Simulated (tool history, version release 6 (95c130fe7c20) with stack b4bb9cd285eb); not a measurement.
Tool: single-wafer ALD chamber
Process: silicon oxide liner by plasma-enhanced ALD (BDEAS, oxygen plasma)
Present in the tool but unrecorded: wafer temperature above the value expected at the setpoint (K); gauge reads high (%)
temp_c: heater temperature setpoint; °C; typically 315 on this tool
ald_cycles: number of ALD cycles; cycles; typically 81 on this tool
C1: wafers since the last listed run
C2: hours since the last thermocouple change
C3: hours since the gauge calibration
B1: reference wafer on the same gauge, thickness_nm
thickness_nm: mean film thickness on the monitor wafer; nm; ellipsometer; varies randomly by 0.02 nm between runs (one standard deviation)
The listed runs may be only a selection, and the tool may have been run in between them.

run 1 hour=0 | temp_c=315 ald_cycles=81 | C1=0 C2=1798.2 C3=34.6 | B1=6.516 | thickness_nm=7.914
run 2 hour=13.9 | temp_c=326 ald_cycles=81 | C1=58 C2=1812.1 C3=48.5 | B1=6.52 | thickness_nm=7.776
run 3 hour=26.6 | temp_c=326 ald_cycles=81 | C1=53 C2=1824.8 C3=61.2 | B1=6.522 | thickness_nm=7.777
run 4 hour=35.3 | temp_c=315 ald_cycles=81 | C1=36 C2=1833.5 C3=69.9 | B1=6.52 | thickness_nm=7.931
run 5 hour=51.1 | temp_c=315 ald_cycles=81 | C1=66 C2=1849.3 C3=85.7 | B1=6.519 | thickness_nm=7.921
run 6 hour=67.6 | temp_c=315 ald_cycles=81 | C1=69 C2=1865.8 C3=102.2 | B1=6.521 | thickness_nm=7.91
run 7 hour=79.1 | temp_c=315 ald_cycles=81 | C1=48 C2=1877.3 C3=113.7 | B1=6.521 | thickness_nm=7.898
-- hour=93.9 gauge calibrated
run 8 hour=94 | temp_c=315 ald_cycles=81 | C1=63 C2=1892.2 C3=0.1 | B1=6.521 | thickness_nm=7.89
run 9 hour=108.2 | temp_c=315 ald_cycles=81 | C1=60 C2=1906.4 C3=14.3 | B1=6.519 | thickness_nm=7.935
run 10 hour=121 | temp_c=315 ald_cycles=81 | C1=54 C2=1919.2 C3=27.1 | B1=6.518 | thickness_nm=7.906
run 11 hour=138.8 | temp_c=310 ald_cycles=81 | C1=75 C2=1937 C3=44.9 | B1=6.519 | thickness_nm=8.006
run 12 hour=144.8 | temp_c=315 ald_cycles=65 | C1=25 C2=1943 C3=50.9 | B1=6.52 | thickness_nm=6.344
run 13 hour=159.3 | temp_c=315 ald_cycles=81 | C1=61 C2=1957.5 C3=65.4 | B1=6.52 | thickness_nm=7.91
-- hour=171.7 thermocouple changed; heater temperature recalibrated
run 14 hour=172.7 | temp_c=315 ald_cycles=81 | C1=22 C2=1 C3=78.8 | B1=6.521 | thickness_nm=7.9
run 15 hour=188.1 | temp_c=327 ald_cycles=81 | C1=65 C2=16.4 C3=94.2 | B1=6.522 | thickness_nm=7.711
run 16 hour=203.6 | temp_c=315 ald_cycles=90 | C1=65 C2=31.9 C3=109.7 | B1=6.518 | thickness_nm=8.84
run 17 hour=210.6 | temp_c=308 ald_cycles=93 | C1=29 C2=38.9 C3=116.7 | B1=6.518 | thickness_nm=9.214
run 18 hour=219.1 | temp_c=325 ald_cycles=81 | C1=36 C2=47.4 C3=125.2 | B1=6.524 | thickness_nm=7.754
run 19 hour=233.3 | temp_c=307 ald_cycles=93 | C1=60 C2=61.6 C3=139.4 | B1=6.519 | thickness_nm=9.188
run 20 hour=242.3 | temp_c=308 ald_cycles=67 | C1=38 C2=70.6 C3=148.4 | B1=6.521 | thickness_nm=6.613
run 21 hour=250.4 | temp_c=301 ald_cycles=97 | C1=34 C2=78.7 C3=156.5 | B1=6.52 | thickness_nm=9.705
-- hour=251.8 gauge calibrated
run 22 hour=258.5 | temp_c=315 ald_cycles=81 | C1=34 C2=86.8 C3=6.7 | B1=6.519 | thickness_nm=7.887
run 23 hour=268 | temp_c=307 ald_cycles=92 | C1=40 C2=96.3 C3=16.2 | B1=6.52 | thickness_nm=9.132

Below are 5 alternative next runs, each starting from the tool's condition after run 23. Predict each:
run A hour=268.5 | temp_c=315 ald_cycles=66 | C1=2 C2=96.8 C3=16.7 | B1=? | thickness_nm=?
run B hour=268.5 | temp_c=308 ald_cycles=87 | C1=2 C2=96.8 C3=16.7 | B1=? | thickness_nm=?
run C hour=268.5 | temp_c=320 ald_cycles=73 | C1=2 C2=96.8 C3=16.7 | B1=? | thickness_nm=?
run D hour=268.5 | temp_c=328 ald_cycles=81 | C1=2 C2=96.8 C3=16.7 | B1=? | thickness_nm=?
run E hour=268.5 | temp_c=307 ald_cycles=74 | C1=2 C2=96.8 C3=16.7 | B1=? | thickness_nm=?

run=A B1=6.52 thickness_nm=6.449
run=B B1=6.52 thickness_nm=8.598
run=C B1=6.52 thickness_nm=7.075
run=D B1=6.52 thickness_nm=7.747
run=E B1=6.52 thickness_nm=7.325
With no hidden state in the tool, these same runs would have given:
run=A thickness_nm=6.449
run=B thickness_nm=8.598
run=C thickness_nm=7.075
run=D thickness_nm=7.747
run=E thickness_nm=7.325
